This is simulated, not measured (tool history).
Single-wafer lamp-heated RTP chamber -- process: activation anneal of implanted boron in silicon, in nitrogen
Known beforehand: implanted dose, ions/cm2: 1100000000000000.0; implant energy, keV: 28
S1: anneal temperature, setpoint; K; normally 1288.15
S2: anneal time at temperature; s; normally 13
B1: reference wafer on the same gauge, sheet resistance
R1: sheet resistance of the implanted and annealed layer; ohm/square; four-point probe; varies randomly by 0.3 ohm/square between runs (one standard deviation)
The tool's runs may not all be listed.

run	day	S1	S2	B1	R1
1	0.000	1309.15	13	100.96	111.45
2	3.025	1288.15	13	101.02	112.92
3	5.467	1288.15	13	100.95	112.90
4	7.975	1288.15	15	101.04	112.81
# day 10.804: pyrometer window cleaned and pyrometer calibrated
5	10.871	1288.15	15	101.06	113.32
6	14.167	1272.15	13	101.04	116.99
7	16.846	1272.15	13	101.01	117.56
# day 19.333: reflector plate cleaned
8	21.312	1288.15	13	101.03	113.84
9	23.083	1288.15	13	100.93	113.10
10	25.550	1288.15	13	100.89	113.17
11	27.050	1288.15	13	100.92	112.57
# day 28.167: pyrometer window cleaned and pyrometer calibrated
12	29.933	1288.15	13	100.97	111.87
13	31.450	1288.15	13	101.02	112.44
14	34.617	1288.15	10	100.97	112.50
# day 35.317: gauge calibrated
15	37.458	1298.15	16	101.05	111.02
16	39.704	1288.15	7	101.05	112.78
17	41.625	1280.15	19	101.07	112.55
# day 44.146: pyrometer window cleaned and pyrometer calibrated, repeated, since the last time left the tool worse
18	45.017	1297.15	6	101.01	113.39
19	49.371	1288.15	13	100.97	113.51
20	51.008	1288.15	13	101.10	113.47
# day 52.708: reflector plate cleaned
21	54.917	1279.15	7	101.10	116.27
22	57.788	1305.15	8	101.08	112.12
23	60.392	1288.15	20	101.00	111.61
# day 62.500: pyrometer window cleaned and pyrometer calibrated
24	64.383	1288.15	13	100.99	113.49
25	67.592	1288.15	9	101.02	114.12
26	70.921	1301.15	6	100.98	112.97
27	74.788	1275.15	15	101.01	115.44
28	78.967	1288.15	13	101.01	112.89
# day 81.225: pyrometer window cleaned and pyrometer calibrated
29	83.146	1288.15	6	100.91	114.75

Consider 4 possible next runs. They are alternatives, not a sequence: every one starts from the tool as it was left by run 29. What does each give?
A	83.162	1288.15	16	?	?
B	83.162	1315.15	13	?	?
C	83.162	1266.15	8	?	?
D	83.162	1307.15	13	?	?

run	B1	R1
A	101.00	113.17
B	101.00	110.95
C	101.00	121.81
D	101.00	111.44
With the hidden condition removed and each run's random variation left untouched, the same runs would have given:
run	R1
A	113.22
B	110.96
C	122.00
D	111.46

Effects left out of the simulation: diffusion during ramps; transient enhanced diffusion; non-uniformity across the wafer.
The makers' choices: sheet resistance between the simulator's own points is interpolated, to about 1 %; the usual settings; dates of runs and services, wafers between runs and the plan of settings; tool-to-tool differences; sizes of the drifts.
